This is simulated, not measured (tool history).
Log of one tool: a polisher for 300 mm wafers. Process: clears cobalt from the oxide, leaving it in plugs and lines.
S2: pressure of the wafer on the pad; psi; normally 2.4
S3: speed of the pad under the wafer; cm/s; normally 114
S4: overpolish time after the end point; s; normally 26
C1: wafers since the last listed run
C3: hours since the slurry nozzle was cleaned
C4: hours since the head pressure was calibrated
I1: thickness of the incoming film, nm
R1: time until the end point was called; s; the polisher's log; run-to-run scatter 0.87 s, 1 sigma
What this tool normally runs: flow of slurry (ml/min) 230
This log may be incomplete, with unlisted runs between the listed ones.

{"run": 1, "hour": 0.0, "flow of slurry (ml/min)": 230, "S2": 2.4, "S3": 114, "S4": 26, "C1": 0, "wafers polished on this pad": 217, "C3": 436.5, "C4": 892.0, "I1": 349.0, "R1": 65.7}
{"run": 2, "hour": 32.1, "flow of slurry (ml/min)": 230, "S2": 2.4, "S3": 114, "S4": 26, "C1": 361, "wafers polished on this pad": 578, "C3": 468.6, "C4": 924.1, "I1": 349.7, "R1": 65.1}
{"run": 3, "hour": 50.0, "flow of slurry (ml/min)": 230, "S2": 2.4, "S3": 114, "S4": 26, "C1": 201, "wafers polished on this pad": 780, "C3": 486.5, "C4": 942.0, "I1": 353.8, "R1": 66.8}
{"run": 4, "hour": 68.7, "flow of slurry (ml/min)": 230, "S2": 2.4, "S3": 114, "S4": 26, "C1": 210, "wafers polished on this pad": 990, "C3": 505.2, "C4": 960.7, "I1": 353.9, "R1": 69.2}
{"hour": 97.6, "done": "slurry nozzle cleaned"}
{"run": 5, "hour": 98.1, "flow of slurry (ml/min)": 230, "S2": 2.4, "S3": 114, "S4": 26, "C1": 319, "wafers polished on this pad": 1310, "C3": 0.5, "C4": 990.1, "I1": 348.0, "R1": 61.7}
{"run": 6, "hour": 130.7, "flow of slurry (ml/min)": 230, "S2": 2.4, "S3": 138, "S4": 35, "C1": 366, "wafers polished on this pad": 1677, "C3": 33.1, "C4": 1022.7, "I1": 342.3, "R1": 50.7}
{"run": 7, "hour": 144.6, "flow of slurry (ml/min)": 230, "S2": 2.4, "S3": 138, "S4": 35, "C1": 156, "wafers polished on this pad": 1833, "C3": 47.0, "C4": 1036.6, "I1": 351.6, "R1": 53.0}
{"run": 8, "hour": 175.2, "flow of slurry (ml/min)": 230, "S2": 2.4, "S3": 138, "S4": 35, "C1": 344, "wafers polished on this pad": 2177, "C3": 77.6, "C4": 1067.2, "I1": 349.0, "R1": 53.8}
{"run": 9, "hour": 194.7, "flow of slurry (ml/min)": 230, "S2": 2.4, "S3": 114, "S4": 26, "C1": 219, "wafers polished on this pad": 2397, "C3": 97.1, "C4": 1086.7, "I1": 344.6, "R1": 63.1}
{"run": 10, "hour": 223.5, "flow of slurry (ml/min)": 230, "S2": 2.4, "S3": 114, "S4": 26, "C1": 324, "wafers polished on this pad": 2721, "C3": 125.9, "C4": 1115.5, "I1": 348.0, "R1": 63.8}
{"hour": 233.7, "done": "worn pad replaced by a new one"}
{"hour": 240.2, "done": "head pressure recalibrated"}
{"run": 11, "hour": 258.5, "flow of slurry (ml/min)": 185, "S2": 2.4, "S3": 114, "S4": 26, "C1": 326, "wafers polished on this pad": 256, "C3": 160.9, "C4": 18.3, "I1": 345.6, "R1": 58.7}
{"run": 12, "hour": 289.4, "flow of slurry (ml/min)": 185, "S2": 2.4, "S3": 124, "S4": 26, "C1": 347, "wafers polished on this pad": 603, "C3": 191.8, "C4": 49.2, "I1": 356.2, "R1": 57.1}
{"run": 13, "hour": 315.6, "flow of slurry (ml/min)": 185, "S2": 2.4, "S3": 124, "S4": 26, "C1": 294, "wafers polished on this pad": 898, "C3": 218.0, "C4": 75.4, "I1": 348.2, "R1": 54.6}
{"run": 14, "hour": 338.6, "flow of slurry (ml/min)": 230, "S2": 2.4, "S3": 114, "S4": 36, "C1": 258, "wafers polished on this pad": 1157, "C3": 241.0, "C4": 98.4, "I1": 352.4, "R1": 59.4}
{"run": 15, "hour": 365.8, "flow of slurry (ml/min)": 230, "S2": 2.4, "S3": 114, "S4": 26, "C1": 306, "wafers polished on this pad": 1463, "C3": 268.2, "C4": 125.6, "I1": 355.6, "R1": 60.0}
{"hour": 432.3, "done": "worn pad replaced by a new one"}
{"run": 16, "hour": 453.5, "flow of slurry (ml/min)": 230, "S2": 2.2, "S3": 114, "S4": 39, "C1": 941, "wafers polished on this pad": 238, "C3": 355.9, "C4": 213.3, "I1": 349.3, "R1": 64.1}
{"run": 17, "hour": 471.8, "flow of slurry (ml/min)": 230, "S2": 1.7, "S3": 126, "S4": 26, "C1": 205, "wafers polished on this pad": 444, "C3": 374.2, "C4": 231.6, "I1": 350.1, "R1": 70.6}
{"run": 18, "hour": 488.3, "flow of slurry (ml/min)": 200, "S2": 1.7, "S3": 86, "S4": 42, "C1": 185, "wafers polished on this pad": 630, "C3": 390.7, "C4": 248.1, "I1": 349.5, "R1": 100.0}
{"run": 19, "hour": 509.2, "flow of slurry (ml/min)": 230, "S2": 2.4, "S3": 114, "S4": 26, "C1": 235, "wafers polished on this pad": 865, "C3": 411.6, "C4": 269.0, "I1": 344.5, "R1": 60.5}
{"run": 20, "hour": 539.6, "flow of slurry (ml/min)": 185, "S2": 1.7, "S3": 146, "S4": 26, "C1": 342, "wafers polished on this pad": 1207, "C3": 442.0, "C4": 299.4, "I1": 345.2, "R1": 67.4}
{"run": 21, "hour": 560.2, "flow of slurry (ml/min)": 190, "S2": 2.4, "S3": 114, "S4": 26, "C1": 231, "wafers polished on this pad": 1439, "C3": 462.6, "C4": 320.0, "I1": 351.3, "R1": 64.6}
{"hour": 593.9, "done": "slurry nozzle cleaned"}
{"run": 22, "hour": 607.3, "flow of slurry (ml/min)": 230, "S2": 2.4, "S3": 114, "S4": 26, "C1": 518, "wafers polished on this pad": 1957, "C3": 13.4, "C4": 367.1, "I1": 353.2, "R1": 59.8}
{"run": 23, "hour": 635.2, "flow of slurry (ml/min)": 230, "S2": 2.4, "S3": 114, "S4": 26, "C1": 313, "wafers polished on this pad": 2271, "C3": 41.3, "C4": 395.0, "I1": 356.9, "R1": 58.8}
{"run": 24, "hour": 657.2, "flow of slurry (ml/min)": 290, "S2": 2.4, "S3": 78, "S4": 10, "C1": 247, "wafers polished on this pad": 2519, "C3": 63.3, "C4": 417.0, "I1": 351.2, "R1": 74.1}
{"hour": 662.7, "done": "worn pad replaced by a new one"}
{"run": 25, "hour": 693.2, "flow of slurry (ml/min)": 230, "S2": 2.4, "S3": 150, "S4": 14, "C1": 360, "wafers polished on this pad": 342, "C3": 99.3, "C4": 453.0, "I1": 354.0, "R1": 47.3}
{"run": 26, "hour": 709.8, "flow of slurry (ml/min)": 155, "S2": 2.4, "S3": 114, "S4": 26, "C1": 186, "wafers polished on this pad": 529, "C3": 115.9, "C4": 469.6, "I1": 352.1, "R1": 64.8}
{"run": 27, "hour": 737.7, "flow of slurry (ml/min)": 230, "S2": 3.2, "S3": 114, "S4": 17, "C1": 313, "wafers polished on this pad": 843, "C3": 143.8, "C4": 497.5, "I1": 350.6, "R1": 45.9}
{"run": 28, "hour": 754.4, "flow of slurry (ml/min)": 280, "S2": 3.0, "S3": 114, "S4": 26, "C1": 187, "wafers polished on this pad": 1031, "C3": 160.5, "C4": 514.2, "I1": 351.0, "R1": 48.5}
{"run": 29, "hour": 770.9, "flow of slurry (ml/min)": 230, "S2": 2.4, "S3": 114, "S4": 26, "C1": 185, "wafers polished on this pad": 1216, "C3": 177.0, "C4": 530.7, "I1": 348.0, "R1": 57.6}
{"run": 30, "hour": 799.6, "flow of slurry (ml/min)": 230, "S2": 2.4, "S3": 114, "S4": 26, "C1": 322, "wafers polished on this pad": 1539, "C3": 205.7, "C4": 559.4, "I1": 349.3, "R1": 57.6}
{"run": 31, "hour": 821.6, "flow of slurry (ml/min)": 230, "S2": 2.4, "S3": 114, "S4": 26, "C1": 247, "wafers polished on this pad": 1787, "C3": 227.7, "C4": 581.4, "I1": 353.8, "R1": 58.9}
{"run": 32, "hour": 840.3, "flow of slurry (ml/min)": 230, "S2": 2.4, "S3": 114, "S4": 26, "C1": 210, "wafers polished on this pad": 1997, "C3": 246.4, "C4": 600.1, "I1": 347.7, "R1": 59.8}
{"hour": 876.7, "done": "worn pad replaced by a new one"}
{"run": 33, "hour": 877.2, "flow of slurry (ml/min)": 230, "S2": 2.4, "S3": 114, "S4": 26, "C1": 370, "wafers polished on this pad": 5, "C3": 283.3, "C4": 637.0, "I1": 356.1, "R1": 62.6}
{"run": 34, "hour": 895.4, "flow of slurry (ml/min)": 265, "S2": 2.4, "S3": 114, "S4": 26, "C1": 204, "wafers polished on this pad": 210, "C3": 301.5, "C4": 655.2, "I1": 354.8, "R1": 59.3}

Forecast each of these 4 alternatives for the next run:
{"run": "A", "hour": 895.8, "flow of slurry (ml/min)": 230, "S2": 2.4, "S3": 114, "S4": 26, "C1": 4, "wafers polished on this pad": 215, "C3": 301.9, "C4": 655.6, "I1": 348.6, "R1": "?"}
{"run": "B", "hour": 895.8, "flow of slurry (ml/min)": 265, "S2": 2.7, "S3": 114, "S4": 26, "C1": 4, "wafers polished on this pad": 215, "C3": 301.9, "C4": 655.6, "I1": 348.6, "R1": "?"}
{"run": "C", "hour": 895.8, "flow of slurry (ml/min)": 230, "S2": 2.4, "S3": 114, "S4": 42, "C1": 4, "wafers polished on this pad": 215, "C3": 301.9, "C4": 655.6, "I1": 348.6, "R1": "?"}
{"run": "D", "hour": 895.8, "flow of slurry (ml/min)": 270, "S2": 2.4, "S3": 114, "S4": 26, "C1": 4, "wafers polished on this pad": 215, "C3": 301.9, "C4": 655.6, "I1": 348.6, "R1": "?"}

run=A R1=60.9
run=B R1=54.5
run=C R1=60.9
run=D R1=59.6
Take away the tool's hidden state, keep each run's random variation, and the runs would have read:
run=A R1=57.6
run=B R1=51.7
run=C R1=57.6
run=D R1=56.5

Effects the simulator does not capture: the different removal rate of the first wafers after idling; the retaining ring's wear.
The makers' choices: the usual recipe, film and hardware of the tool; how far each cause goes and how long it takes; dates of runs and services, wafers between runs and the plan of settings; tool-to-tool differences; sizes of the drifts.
